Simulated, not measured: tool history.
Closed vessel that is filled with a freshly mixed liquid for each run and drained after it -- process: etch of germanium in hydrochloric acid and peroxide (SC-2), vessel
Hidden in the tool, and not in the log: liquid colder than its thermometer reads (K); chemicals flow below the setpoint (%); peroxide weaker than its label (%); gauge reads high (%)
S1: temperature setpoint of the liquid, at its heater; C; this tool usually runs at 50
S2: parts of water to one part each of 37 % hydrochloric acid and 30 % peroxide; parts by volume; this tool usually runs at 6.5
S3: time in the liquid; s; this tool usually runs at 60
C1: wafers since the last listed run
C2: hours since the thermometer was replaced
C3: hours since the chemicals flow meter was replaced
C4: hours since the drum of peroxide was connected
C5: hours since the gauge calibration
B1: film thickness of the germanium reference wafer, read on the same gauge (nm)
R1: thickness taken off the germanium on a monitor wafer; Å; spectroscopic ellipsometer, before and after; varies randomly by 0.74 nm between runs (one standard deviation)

run,day,S1,S2,S3,C1,C2,C3,C4,C5,B1,R1
1,0,50,6.5,60,0,80.6,861.2,823.1,1455.7,129.99,1667.5
2,2.379,50,6.5,60,3977,137.7,918.3,880.2,1512.8,130.01,1668.4
3,4.562,50,6.5,60,3650,190.1,970.7,932.6,1565.2,129.99,1660
4,10.967,50,6.5,60,10707,343.8,1124.4,1086.3,1718.9,129.98,1649.6
# day 12.833: new drum of peroxide connected
5,13.758,50,6.5,60,4597,410.8,1191.4,22.2,1785.9,130.03,1648.4
6,15.179,50,6.5,60,2375,444.9,1225.5,56.3,1820,130.03,1652.3
7,16.742,50,6.5,60,2612,482.4,1263,93.8,1857.5,130,1664.5
8,18.604,50,6.5,60,3114,527.1,1307.7,138.5,1902.2,130.02,1648.3
9,21.075,40.5,9,60,4131,586.4,1367,197.8,1961.5,130.03,1180.8
10,23.738,56,6.5,75,4451,650.3,1430.9,261.7,2025.4,130,2496.4
11,25.496,50,6.5,60,2939,692.5,1473.1,303.9,2067.6,129.97,1640.7
12,27.746,43.5,5,60,3761,746.5,1527.1,357.9,2121.6,129.98,1338.2
13,30.454,54.5,5.5,85,4528,811.5,1592.1,422.9,2186.6,129.97,2704.1
14,32.2,50,6.5,60,2918,853.4,1634,464.8,2228.5,130,1644.1
15,33.596,50,7.5,45,2333,886.9,1667.5,498.3,2262,130.05,1216.9
16,37.817,50,6.5,60,7057,988.2,1768.8,599.6,2363.3,129.99,1629.1
17,39.267,50,9.5,30,2424,1023,1803.6,634.4,2398.1,130,801.1
18,41.638,50,5,45,3963,1079.9,1860.5,691.3,2455,129.97,1223.2
19,43.662,50,6.5,60,3385,1128.5,1909.1,739.9,2503.6,129.98,1615.7
# day 44.288: gauge calibrated
20,45.912,54.5,4,50,3761,1182.5,1963.1,793.9,39,130.04,1580.6
# day 46.467: chemicals flow meter replaced
21,48.271,50,6.5,60,3873,1239.1,43.3,850.5,95.6,130.02,1626.1
22,52.742,50,6.5,60,7475,1346.4,150.6,957.8,202.9,130.04,1617.8
23,54.238,43,4.5,85,2501,1382.3,186.5,993.7,238.8,129.99,1831.8
24,57.067,50,6.5,95,4730,1450.2,254.4,1061.6,306.7,129.96,2574.7
25,59.279,50,5.5,60,3699,1503.3,307.5,1114.7,359.8,129.98,1630.5
26,60.55,55.5,8,40,2124,1533.8,338,1145.2,390.3,130,1263
27,63.5,50,6.5,60,4932,1604.6,408.8,1216,461.1,129.95,1619.9
# day 64.638: thermometer replaced
# day 65.275: new drum of peroxide connected
28,65.296,47,6.5,60,2863,15.8,451.9,0.5,504.2,130.05,1521.7
29,66.575,58.5,6.5,60,2138,46.5,482.6,31.2,534.9,129.95,2192.3
30,68.308,50,6.5,60,2898,88.1,524.2,72.8,576.5,129.96,1656.6

Some steps in R1 between neighbouring runs. How much of each would the tool show without its hidden state too (settings, what came in, random variation), and how much is left for the hidden state, with any gauge scatter that isn't in both results?
Run 9 -> 10: S1 40.5 -> 56, S2 9 -> 6.5, S3 60 -> 75. R1 +1315.6 Å: hidden state -19.4, all else +1335.
Run 12 -> 13: S1 43.5 -> 54.5, S2 5 -> 5.5, S3 60 -> 85. R1 +1365.9 Å: hidden state -25.2, all else +1391.1.
Run 13 -> 14: S1 54.5 -> 50, S2 5.5 -> 6.5, S3 85 -> 60. R1 -1060 Å: hidden state +17.3, all else -1077.3.
Run 24 -> 25: S2 6.5 -> 5.5, S3 95 -> 60. R1 -944.2 Å: hidden state +29.8, all else -974.
Run 27 -> 28: S1 50 -> 47, thermometer replaced, new drum of peroxide connected. R1 -98.2 Å: hidden state +54.9, all else -153.1.
